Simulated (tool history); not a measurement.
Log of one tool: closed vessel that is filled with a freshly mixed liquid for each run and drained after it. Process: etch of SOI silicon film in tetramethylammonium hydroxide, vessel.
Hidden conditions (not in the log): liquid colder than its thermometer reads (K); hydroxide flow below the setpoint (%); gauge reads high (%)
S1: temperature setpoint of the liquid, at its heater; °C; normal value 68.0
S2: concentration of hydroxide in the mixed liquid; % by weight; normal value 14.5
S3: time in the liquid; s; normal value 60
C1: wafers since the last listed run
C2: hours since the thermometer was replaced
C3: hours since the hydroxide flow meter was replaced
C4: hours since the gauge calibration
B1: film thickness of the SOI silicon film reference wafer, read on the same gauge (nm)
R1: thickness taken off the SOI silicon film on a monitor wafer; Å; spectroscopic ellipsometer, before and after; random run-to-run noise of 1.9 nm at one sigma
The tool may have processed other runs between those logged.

run 1 hour=0.0 | S1=68.0 S2=14.5 S3=70 | C1=0 C2=851.1 C3=2020.2 C4=33.8 | B1=29.97 | R1=3544.4
run 2 hour=10.4 | S1=64.5 S2=14.5 S3=60 | C1=954 C2=861.5 C3=2030.6 C4=44.2 | B1=29.98 | R1=2419.9
run 3 hour=25.3 | S1=68.0 S2=14.5 S3=60 | C1=1367 C2=876.4 C3=2045.5 C4=59.1 | B1=29.98 | R1=3003.9
run 4 hour=41.4 | S1=73.0 S2=14.5 S3=75 | C1=1477 C2=892.5 C3=2061.6 C4=75.2 | B1=30.03 | R1=4987.5
-- hour=52.4 thermometer replaced
-- hour=53.9 hydroxide flow meter replaced
run 5 hour=57.5 | S1=73.0 S2=14.5 S3=75 | C1=1294 C2=5.1 C3=3.6 C4=91.3 | B1=30.00 | R1=4659.2
run 6 hour=70.1 | S1=68.0 S2=14.5 S3=60 | C1=1156 C2=17.7 C3=16.2 C4=103.9 | B1=29.98 | R1=2810.6
-- hour=73.8 thermometer replaced, repeated, since the last time left the tool worse
run 7 hour=77.1 | S1=68.0 S2=14.5 S3=60 | C1=550 C2=3.3 C3=23.2 C4=110.9 | B1=29.98 | R1=3348.6
-- hour=79.5 gauge calibrated
run 8 hour=93.3 | S1=73.0 S2=11.5 S3=30 | C1=1486 C2=19.5 C3=39.4 C4=13.8 | B1=30.02 | R1=2482.0
run 9 hour=109.3 | S1=68.0 S2=14.5 S3=60 | C1=1468 C2=35.5 C3=55.4 C4=29.8 | B1=30.03 | R1=3361.5
run 10 hour=115.7 | S1=72.0 S2=14.5 S3=40 | C1=587 C2=41.9 C3=61.8 C4=36.2 | B1=30.00 | R1=2796.3
run 11 hour=130.6 | S1=65.0 S2=14.5 S3=60 | C1=1367 C2=56.8 C3=76.7 C4=51.1 | B1=30.01 | R1=2774.1
run 12 hour=138.8 | S1=68.0 S2=14.5 S3=60 | C1=752 C2=65.0 C3=84.9 C4=59.3 | B1=30.02 | R1=3292.0
run 13 hour=145.7 | S1=68.0 S2=11.0 S3=90 | C1=633 C2=71.9 C3=91.8 C4=66.2 | B1=30.00 | R1=5610.4
run 14 hour=162.1 | S1=62.5 S2=12.5 S3=70 | C1=1505 C2=88.3 C3=108.2 C4=82.6 | B1=30.00 | R1=2958.2
run 15 hour=168.2 | S1=68.0 S2=11.0 S3=60 | C1=559 C2=94.4 C3=114.3 C4=88.7 | B1=30.01 | R1=3719.2

Same runs, no hidden state in the tool, same run-to-run variation:
run=1 R1=3996.6
run=2 R1=2738.9
run=3 R1=3399.4
run=4 R1=5634.0
run=5 R1=5616.8
run=6 R1=3413.3
run=7 R1=3402.8
run=8 R1=2526.9
run=9 R1=3432.1
run=10 R1=2855.4
run=11 R1=2840.4
run=12 R1=3373.3
run=13 R1=5755.7
run=14 R1=3043.0
run=15 R1=3827.0
